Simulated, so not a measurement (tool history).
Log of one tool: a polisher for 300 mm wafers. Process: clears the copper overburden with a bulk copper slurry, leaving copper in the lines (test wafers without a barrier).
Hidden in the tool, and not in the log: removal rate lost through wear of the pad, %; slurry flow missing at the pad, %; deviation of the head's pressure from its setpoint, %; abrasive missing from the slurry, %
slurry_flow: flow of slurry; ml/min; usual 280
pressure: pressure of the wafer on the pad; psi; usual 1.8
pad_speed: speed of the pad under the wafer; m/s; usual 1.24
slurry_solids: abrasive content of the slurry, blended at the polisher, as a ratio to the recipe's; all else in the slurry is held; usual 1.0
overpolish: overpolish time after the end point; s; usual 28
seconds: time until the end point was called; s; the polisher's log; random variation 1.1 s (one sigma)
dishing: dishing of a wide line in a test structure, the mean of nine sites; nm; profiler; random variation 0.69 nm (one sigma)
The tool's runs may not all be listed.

| run | hour | slurry_flow | pressure | pad_speed | slurry_solids | overpolish | wafers since the last listed run | wafers polished on this pad | hours since the slurry nozzle was cleaned | hours since the head pressure was calibrated | hours since the slurry blender was calibrated | incoming thickness of the incoming film, nm | seconds | dishing |
|---|---|---|---|---|---|---|---|---|---|---|---|---|---|---|
| 1 | 0.0 | 280 | 1.8 | 1.24 | 1.0 | 32 | 0 | 200 | 218.2 | 702.9 | 12.9 | 657.9 | 102.5 | 63.7 |
| 2 | 17.9 | 280 | 1.8 | 1.24 | 1.0 | 32 | 119 | 319 | 236.1 | 720.8 | 30.8 | 649.2 | 100.8 | 62.9 |
| 3 | 41.5 | 280 | 1.8 | 1.24 | 1.0 | 32 | 157 | 477 | 259.7 | 744.4 | 54.4 | 653.6 | 103.0 | 62.5 |
| 4 | 59.7 | 280 | 2.0 | 1.24 | 1.0 | 28 | 121 | 598 | 277.9 | 762.6 | 72.6 | 654.3 | 95.5 | 62.8 |
|  | 85.5 | slurry nozzle cleaned |
| 5 | 86.0 | 280 | 2.0 | 1.24 | 1.0 | 28 | 168 | 767 | 0.5 | 788.9 | 98.9 | 646.2 | 96.2 | 62.2 |
|  | 93.8 | worn pad replaced by a new one |
| 6 | 121.6 | 280 | 1.4 | 1.24 | 1.0 | 23 | 210 | 185 | 36.1 | 824.5 | 134.5 | 657.2 | 120.9 | 50.7 |
| 7 | 140.3 | 280 | 1.4 | 1.24 | 1.0 | 23 | 124 | 310 | 54.8 | 843.2 | 153.2 | 654.1 | 121.3 | 50.3 |
| 8 | 165.0 | 280 | 1.8 | 1.24 | 1.0 | 28 | 164 | 475 | 79.5 | 867.9 | 177.9 | 643.6 | 102.0 | 60.6 |
| 9 | 182.7 | 280 | 1.8 | 1.24 | 1.0 | 28 | 118 | 593 | 97.2 | 885.6 | 195.6 | 655.8 | 104.9 | 60.4 |
|  | 204.8 | slurry blender recalibrated |
|  | 211.0 | worn pad replaced by a new one |
| 10 | 215.7 | 280 | 1.8 | 1.24 | 1.0 | 17 | 180 | 31 | 130.2 | 918.6 | 10.9 | 655.9 | 110.7 | 47.3 |
| 11 | 245.2 | 280 | 1.8 | 1.24 | 1.0 | 17 | 196 | 227 | 159.7 | 948.1 | 40.4 | 643.9 | 112.6 | 45.4 |
| 12 | 278.2 | 280 | 1.8 | 1.24 | 1.0 | 28 | 220 | 447 | 192.7 | 981.1 | 73.4 | 664.4 | 114.2 | 57.3 |
| 13 | 306.8 | 280 | 1.8 | 1.24 | 1.0 | 32 | 190 | 638 | 221.3 | 1009.7 | 102.0 | 653.7 | 113.2 | 59.9 |
|  | 317.4 | slurry blender recalibrated, repeated, since the last time left the tool worse |
|  | 319.7 | worn pad replaced by a new one |
| 14 | 320.3 | 365 | 1.8 | 1.56 | 1.0 | 11 | 60 | 3 | 234.8 | 1023.2 | 2.9 | 654.7 | 80.0 | 43.8 |
| 15 | 333.6 | 280 | 1.8 | 1.24 | 1.0 | 28 | 88 | 92 | 248.1 | 1036.5 | 16.2 | 647.6 | 99.3 | 60.6 |
| 16 | 359.2 | 280 | 1.3 | 1.40 | 1.0 | 28 | 170 | 263 | 273.7 | 1062.1 | 41.8 | 659.4 | 111.9 | 56.3 |
|  | 367.8 | slurry nozzle cleaned |
| 17 | 372.1 | 280 | 2.3 | 1.24 | 0.8 | 28 | 79 | 342 | 4.3 | 1075.0 | 54.7 | 668.6 | 96.0 | 65.4 |
| 18 | 392.3 | 280 | 1.4 | 1.68 | 1.0 | 28 | 134 | 477 | 24.5 | 1095.2 | 74.9 | 642.8 | 85.1 | 60.2 |
|  | 400.6 | head pressure recalibrated |
| 19 | 407.8 | 220 | 1.8 | 1.24 | 1.0 | 28 | 90 | 567 | 40.0 | 7.2 | 90.4 | 658.7 | 106.6 | 59.3 |
| 20 | 443.0 | 280 | 1.8 | 1.24 | 1.0 | 15 | 234 | 802 | 75.2 | 42.4 | 125.6 | 665.8 | 106.0 | 44.7 |
|  | 455.0 | worn pad replaced by a new one |
| 21 | 465.2 | 280 | 1.8 | 1.24 | 1.0 | 28 | 121 | 67 | 97.4 | 64.6 | 147.8 | 658.7 | 106.1 | 59.9 |
| 22 | 481.6 | 280 | 1.8 | 1.58 | 1.0 | 28 | 109 | 177 | 113.8 | 81.0 | 164.2 | 653.8 | 83.5 | 63.1 |
|  | 546.9 | slurry blender recalibrated |
|  | 580.6 | worn pad replaced by a new one |
| 23 | 581.1 | 280 | 1.8 | 1.24 | 1.0 | 43 | 623 | 3 | 213.3 | 180.5 | 34.2 | 656.2 | 102.2 | 66.3 |
| 24 | 592.2 | 280 | 1.8 | 1.24 | 1.0 | 28 | 74 | 77 | 224.4 | 191.6 | 45.3 | 649.3 | 101.5 | 60.0 |
|  | 598.7 | slurry nozzle cleaned |
| 25 | 616.1 | 280 | 1.2 | 1.24 | 1.0 | 43 | 152 | 230 | 17.4 | 215.5 | 69.2 | 660.6 | 131.3 | 59.2 |

4 ways to go on from here, each from the tool as it stands after run 25. What would each give?
| A | 616.6 | 280 | 1.8 | 1.24 | 1.0 | 28 | 3 | 233 | 17.9 | 216.0 | 69.7 | 667.9 | ? | ? |
| B | 616.6 | 280 | 2.3 | 0.84 | 1.0 | 23 | 3 | 233 | 17.9 | 216.0 | 69.7 | 667.9 | ? | ? |
| C | 616.6 | 325 | 1.6 | 0.96 | 0.9 | 28 | 3 | 233 | 17.9 | 216.0 | 69.7 | 667.9 | ? | ? |
| D | 616.6 | 280 | 2.4 | 1.24 | 0.8 | 28 | 3 | 233 | 17.9 | 216.0 | 69.7 | 667.9 | ? | ? |

| run | seconds | dishing |
|---|---|---|
| A | 102.4 | 60.3 |
| B | 128.1 | 52.2 |
| C | 144.9 | 51.7 |
| D | 90.2 | 65.9 |
Without the tool's hidden state the same runs would have given:
| run | seconds | dishing |
|---|---|---|
| A | 100.6 | 60.6 |
| B | 125.9 | 52.7 |
| C | 142.4 | 52.1 |
| D | 88.7 | 66.2 |
